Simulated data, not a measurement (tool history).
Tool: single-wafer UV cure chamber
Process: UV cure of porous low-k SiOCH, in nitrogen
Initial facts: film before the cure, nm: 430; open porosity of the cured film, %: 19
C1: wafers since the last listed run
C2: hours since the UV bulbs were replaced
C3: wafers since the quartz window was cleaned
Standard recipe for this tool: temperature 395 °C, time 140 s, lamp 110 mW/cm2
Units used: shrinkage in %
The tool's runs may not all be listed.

run 1 day=0 | temperature=395 time=140 lamp=110 | C1=0 C2=2144.6 C3=490 | shrinkage=9.137
run 2 day=1.196 | temperature=395 time=140 lamp=110 | C1=130 C2=2173.3 C3=621 | shrinkage=9.145
run 3 day=2.421 | temperature=395 time=140 lamp=110 | C1=133 C2=2202.7 C3=754 | shrinkage=9.189
run 4 day=3.004 | temperature=395 time=140 lamp=110 | C1=63 C2=2216.7 C3=818 | shrinkage=9.294
run 5 day=4.321 | temperature=406 time=90 lamp=110 | C1=143 C2=2248.3 C3=961 | shrinkage=7.555
run 6 day=5.612 | temperature=406 time=90 lamp=110 | C1=140 C2=2279.3 C3=1102 | shrinkage=7.467
run 7 day=6.7 | temperature=395 time=140 lamp=110 | C1=118 C2=2305.4 C3=1220 | shrinkage=9.314
run 8 day=7.521 | temperature=395 time=140 lamp=110 | C1=89 C2=2325.1 C3=1309 | shrinkage=9.113
run 9 day=8.204 | temperature=395 time=140 lamp=110 | C1=74 C2=2341.5 C3=1384 | shrinkage=9.188
run 10 day=9.188 | temperature=395 time=140 lamp=110 | C1=107 C2=2365.1 C3=1491 | shrinkage=9.222
run 11 day=10.496 | temperature=395 time=140 lamp=84 | C1=142 C2=2396.5 C3=1633 | shrinkage=8.083
run 12 day=11.662 | temperature=395 time=140 lamp=84 | C1=127 C2=2424.5 C3=1760 | shrinkage=7.983
run 13 day=12.533 | temperature=395 time=140 lamp=84 | C1=94 C2=2445.4 C3=1855 | shrinkage=7.912
run 14 day=13.6 | temperature=395 time=185 lamp=110 | C1=116 C2=2471 C3=1971 | shrinkage=10.447
run 15 day=14.221 | temperature=395 time=185 lamp=110 | C1=67 C2=2485.9 C3=2039 | shrinkage=10.313
run 16 day=15.142 | temperature=395 time=140 lamp=85 | C1=100 C2=2508 C3=2139 | shrinkage=8.19
run 17 day=18.554 | temperature=411 time=140 lamp=136 | C1=371 C2=2589.9 C3=2511 | shrinkage=10.215
-- day=19.358 UV bulbs replaced
-- day=19.379 quartz window cleaned
run 18 day=19.625 | temperature=395 time=140 lamp=110 | C1=77 C2=6.4 C3=26 | shrinkage=9.126
run 19 day=20.342 | temperature=386 time=175 lamp=146 | C1=78 C2=23.6 C3=104 | shrinkage=11.267
run 20 day=21.779 | temperature=395 time=185 lamp=110 | C1=156 C2=58.1 C3=261 | shrinkage=10.408
run 21 day=22.488 | temperature=395 time=140 lamp=110 | C1=77 C2=75.1 C3=338 | shrinkage=9.138
run 22 day=23.121 | temperature=395 time=140 lamp=121 | C1=68 C2=90.3 C3=407 | shrinkage=9.651
run 23 day=24.225 | temperature=413 time=140 lamp=110 | C1=120 C2=116.8 C3=527 | shrinkage=9.452
run 24 day=24.883 | temperature=395 time=140 lamp=110 | C1=71 C2=132.6 C3=599 | shrinkage=9.296
run 25 day=26.192 | temperature=395 time=140 lamp=84 | C1=142 C2=164 C3=741 | shrinkage=8.142
run 26 day=29.792 | temperature=379 time=190 lamp=148 | C1=391 C2=250.4 C3=1133 | shrinkage=11.184
run 27 day=30.996 | temperature=379 time=165 lamp=110 | C1=131 C2=279.3 C3=1264 | shrinkage=9.605
run 28 day=32.179 | temperature=387 time=140 lamp=110 | C1=128 C2=307.7 C3=1393 | shrinkage=9.124
run 29 day=33.312 | temperature=380 time=215 lamp=138 | C1=123 C2=334.9 C3=1516 | shrinkage=11.905
run 30 day=34.258 | temperature=395 time=140 lamp=141 | C1=102 C2=357.6 C3=1619 | shrinkage=10.551

Each row is a separate what-if for the run after 30, all from the same tool condition, not one after another. Results?
run A day=34.279 | temperature=408 time=140 lamp=110 | C1=2 C2=358.1 C3=1622 | shrinkage=?
run B day=34.279 | temperature=395 time=140 lamp=137 | C1=2 C2=358.1 C3=1622 | shrinkage=?
run C day=34.279 | temperature=381 time=60 lamp=72 | C1=2 C2=358.1 C3=1622 | shrinkage=?
run D day=34.279 | temperature=395 time=95 lamp=76 | C1=2 C2=358.1 C3=1622 | shrinkage=?

run=A shrinkage=9.404
run=B shrinkage=10.133
run=C shrinkage=4.203
run=D shrinkage=6.158
Had the tool no hidden state, the same runs would have come out as:
run=A shrinkage=9.404
run=B shrinkage=10.133
run=C shrinkage=4.203
run=D shrinkage=6.158

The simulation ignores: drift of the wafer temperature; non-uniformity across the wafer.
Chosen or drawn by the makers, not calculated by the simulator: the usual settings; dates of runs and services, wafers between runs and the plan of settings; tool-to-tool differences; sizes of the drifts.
